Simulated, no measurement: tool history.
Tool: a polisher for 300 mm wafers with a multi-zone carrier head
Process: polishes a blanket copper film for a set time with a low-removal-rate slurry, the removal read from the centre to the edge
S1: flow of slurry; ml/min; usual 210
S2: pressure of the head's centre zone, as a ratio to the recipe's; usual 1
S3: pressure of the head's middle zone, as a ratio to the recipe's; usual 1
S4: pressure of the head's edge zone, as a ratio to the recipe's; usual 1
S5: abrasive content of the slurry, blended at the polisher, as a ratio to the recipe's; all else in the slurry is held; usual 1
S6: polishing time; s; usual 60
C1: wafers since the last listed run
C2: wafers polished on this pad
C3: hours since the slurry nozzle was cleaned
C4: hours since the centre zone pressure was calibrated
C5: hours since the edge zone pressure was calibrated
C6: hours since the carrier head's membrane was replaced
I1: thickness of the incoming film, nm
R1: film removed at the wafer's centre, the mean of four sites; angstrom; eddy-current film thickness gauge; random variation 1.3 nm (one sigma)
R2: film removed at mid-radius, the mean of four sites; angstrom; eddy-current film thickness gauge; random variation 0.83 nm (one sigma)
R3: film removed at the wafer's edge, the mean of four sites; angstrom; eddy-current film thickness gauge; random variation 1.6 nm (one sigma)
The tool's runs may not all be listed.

| run | hour | S1 | S2 | S3 | S4 | S5 | S6 | C1 | C2 | C3 | C4 | C5 | C6 | I1 | R1 | R2 | R3 |
|---|---|---|---|---|---|---|---|---|---|---|---|---|---|---|---|---|---|
| 1 | 0 | 210 | 1 | 1 | 0.93 | 1 | 60 | 0 | 614 | 104.5 | 635.9 | 293.4 | 1439.6 | 730.8 | 1008 | 1019 | 983 |
| 2 | 14.5 | 210 | 1.06 | 1 | 1 | 1 | 60 | 92 | 706 | 119 | 650.4 | 307.9 | 1454.1 | 751.1 | 1024 | 985 | 1010 |
| 3 | 32.3 | 210 | 1 | 1 | 1 | 1 | 60 | 112 | 819 | 136.8 | 668.2 | 325.7 | 1471.9 | 734 | 925 | 955 | 955 |
|  | 38.6 | carrier head's membrane replaced by a new one |
|  | 45.5 | worn pad replaced by a new one |
| 4 | 49.6 | 210 | 1 | 1 | 1 | 1 | 60 | 52 | 25 | 154.1 | 685.5 | 343 | 11 | 743.7 | 1027 | 1026 | 1063 |
| 5 | 64.4 | 210 | 1 | 1.06 | 1 | 1 | 45 | 93 | 119 | 168.9 | 700.3 | 357.8 | 25.8 | 728.1 | 752 | 810 | 778 |
| 6 | 78 | 210 | 1 | 1 | 0.92 | 0.85 | 46 | 86 | 206 | 182.5 | 713.9 | 371.4 | 39.4 | 737.2 | 722 | 740 | 718 |
|  | 85.5 | edge zone pressure recalibrated |
| 7 | 86 | 210 | 1 | 1 | 1 | 1 | 60 | 38 | 244 | 190.5 | 721.9 | 0.5 | 47.4 | 735.3 | 987 | 1001 | 1050 |
| 8 | 95.4 | 210 | 1 | 0.97 | 1 | 1.2 | 60 | 59 | 303 | 199.9 | 731.3 | 9.9 | 56.8 | 734.3 | 1026 | 1026 | 1088 |
| 9 | 102.7 | 210 | 0.91 | 1.06 | 1 | 0.8 | 68 | 46 | 350 | 207.2 | 738.6 | 17.2 | 64.1 | 738.8 | 932 | 1081 | 1096 |
| 10 | 109.8 | 210 | 1 | 1 | 0.89 | 1 | 67 | 45 | 395 | 214.3 | 745.7 | 24.3 | 71.2 | 735.7 | 1057 | 1089 | 1035 |
| 11 | 117.7 | 210 | 1.07 | 1 | 0.96 | 1 | 53 | 50 | 445 | 222.2 | 753.6 | 32.2 | 79.1 | 739.3 | 888 | 846 | 870 |
|  | 123.8 | slurry nozzle cleaned |
| 12 | 125.9 | 210 | 1 | 1 | 0.96 | 1 | 60 | 45 | 490 | 2.1 | 761.8 | 40.4 | 87.3 | 742.5 | 1057 | 1055 | 1050 |
|  | 131.1 | centre zone pressure recalibrated |
| 13 | 136.9 | 210 | 1 | 1 | 1 | 1 | 60 | 57 | 548 | 13.1 | 5.8 | 51.4 | 98.3 | 734.8 | 1055 | 1054 | 1063 |
| 14 | 147.5 | 210 | 1 | 1 | 1 | 1 | 60 | 67 | 615 | 23.7 | 16.4 | 62 | 108.9 | 729.8 | 1024 | 1049 | 1041 |
| 15 | 158.9 | 210 | 0.88 | 1 | 1 | 1 | 75 | 72 | 687 | 35.1 | 27.8 | 73.4 | 120.3 | 734.8 | 1099 | 1275 | 1299 |
| 16 | 167.1 | 210 | 1.04 | 1 | 1 | 1.1 | 60 | 52 | 739 | 43.3 | 36 | 81.6 | 128.5 | 730.2 | 1056 | 1024 | 1051 |
| 17 | 177.9 | 145 | 1 | 0.95 | 0.94 | 1 | 60 | 68 | 808 | 54.1 | 46.8 | 92.4 | 139.3 | 743 | 908 | 868 | 935 |
| 18 | 184.4 | 210 | 1.04 | 1 | 1 | 1.3 | 76 | 41 | 849 | 60.6 | 53.3 | 98.9 | 145.8 | 734.1 | 1346 | 1326 | 1368 |
| 19 | 196.2 | 210 | 1 | 1 | 1 | 1 | 60 | 74 | 924 | 72.4 | 65.1 | 110.7 | 157.6 | 733.7 | 937 | 948 | 940 |
|  | 213 | worn pad replaced by a new one |
| 20 | 238.1 | 210 | 1.05 | 1.04 | 1 | 1 | 60 | 240 | 159 | 114.3 | 107 | 152.6 | 199.5 | 735.1 | 1123 | 1105 | 1066 |
| 21 | 248.3 | 210 | 0.93 | 0.89 | 1 | 1 | 60 | 64 | 223 | 124.5 | 117.2 | 162.8 | 209.7 | 747.9 | 937 | 957 | 1069 |

What the log doesn't show, run by run:
deviation of the centre zone's pressure from its setpoint, %: 0 in every run
deviation of the edge zone's pressure from its setpoint, %: 0 in every run
H1: removal rate lost through wear of the pad, %
H2: slurry flow missing at the pad, %
| run | H1 | H2 |
|---|---|---|
| 1 | 6.73 | 19.4 |
| 2 | 8.25 | 21.9 |
| 3 | 10.4 | 25.1 |
| 4 | 1.37 | 28.1 |
| 5 | 1.55 | 30.8 |
| 6 | 1.9 | 33.2 |
| 7 | 2.19 | 34.6 |
| 8 | 2.62 | 36.2 |
| 9 | 3.02 | 37.5 |
| 10 | 3.45 | 38.8 |
| 11 | 4 | 40.2 |
| 12 | 4.63 | 1.14 |
| 13 | 5.59 | 3.09 |
| 14 | 6.62 | 4.96 |
| 15 | 7.87 | 6.98 |
| 16 | 8.84 | 8.44 |
| 17 | 10.2 | 10.3 |
| 18 | 11.1 | 11.5 |
| 19 | 12.8 | 13.6 |
| 20 | 1.1 | 21 |
| 21 | 1.41 | 22.8 |
